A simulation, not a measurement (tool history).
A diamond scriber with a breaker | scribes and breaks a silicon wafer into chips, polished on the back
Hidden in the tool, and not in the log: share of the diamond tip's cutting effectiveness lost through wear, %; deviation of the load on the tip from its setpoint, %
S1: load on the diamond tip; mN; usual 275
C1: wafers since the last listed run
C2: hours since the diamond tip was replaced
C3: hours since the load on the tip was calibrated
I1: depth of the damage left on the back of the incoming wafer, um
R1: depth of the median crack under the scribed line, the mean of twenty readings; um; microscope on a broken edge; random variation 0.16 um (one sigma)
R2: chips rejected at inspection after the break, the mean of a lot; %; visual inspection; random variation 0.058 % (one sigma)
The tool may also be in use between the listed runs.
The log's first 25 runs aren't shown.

run    hour   S1  C1     C2     C3    I1     R1    R2
 26   715.9  275  37  925.6  122.9  0.04   7.38  2.39
 27     728  342  16  937.7    135  0.02   8.87  0.89
      739.3  -- diamond tip replaced by a new one
 28   745.7  210  21    6.4  152.7  0.05   7.37   4.7
 29   772.6  241  36   33.3  179.6  0.05   7.86  1.93
 30   793.1  348  27   53.8  200.1  0.02   9.79  2.57
 31   810.3  275  23     71  217.3  0.01   8.55  1.01
 32   822.9  347  17   83.6  229.9  0.03  10.16  2.51
 33   855.3  299  44    116  262.3  0.01   9.06  1.05
 34   889.7  275  46  150.4  296.7  0.02   8.79  1.03
 35     922  238  43  182.7    329  0.04   7.55  2.28
 36   944.2  325  30  204.9  351.2  0.03   9.49  1.59
 37   958.8  235  19  219.5  365.8  0.01   7.56  2.76
 38   983.5  310  33  244.2  390.5  0.05   8.88  1.15
 39  1010.8  297  37  271.5  417.8  0.05   8.55  1.03
 40  1041.4  316  41  302.1  448.4  0.03   9.38  1.19
 41  1053.7  245  16  314.4  460.7  0.03   7.69  2.51

Forecast each of these 5 alternatives for the next run:
  A  1054.4  322   0  315.1  461.4  0.03   ?   ?
  B  1054.4  333   0  315.1  461.4  0.03   ?   ?
  C  1054.4  227   0  315.1  461.4  0.03   ?   ?
  D  1054.4  330   0  315.1  461.4  0.03   ?   ?
  E  1054.4  239   0  315.1  461.4  0.03   ?   ?

run    R1    R2
  A   9.3  1.34
  B   9.5  1.64
  C  7.42  3.85
  D  9.45  1.55
  E  7.67  2.86
Without the tool's hidden state the same runs would have given:
run    R1    R2
  A  9.73  2.06
  B  9.95  2.55
  C  7.77  2.54
  D  9.89  2.41
  E  8.03  1.84

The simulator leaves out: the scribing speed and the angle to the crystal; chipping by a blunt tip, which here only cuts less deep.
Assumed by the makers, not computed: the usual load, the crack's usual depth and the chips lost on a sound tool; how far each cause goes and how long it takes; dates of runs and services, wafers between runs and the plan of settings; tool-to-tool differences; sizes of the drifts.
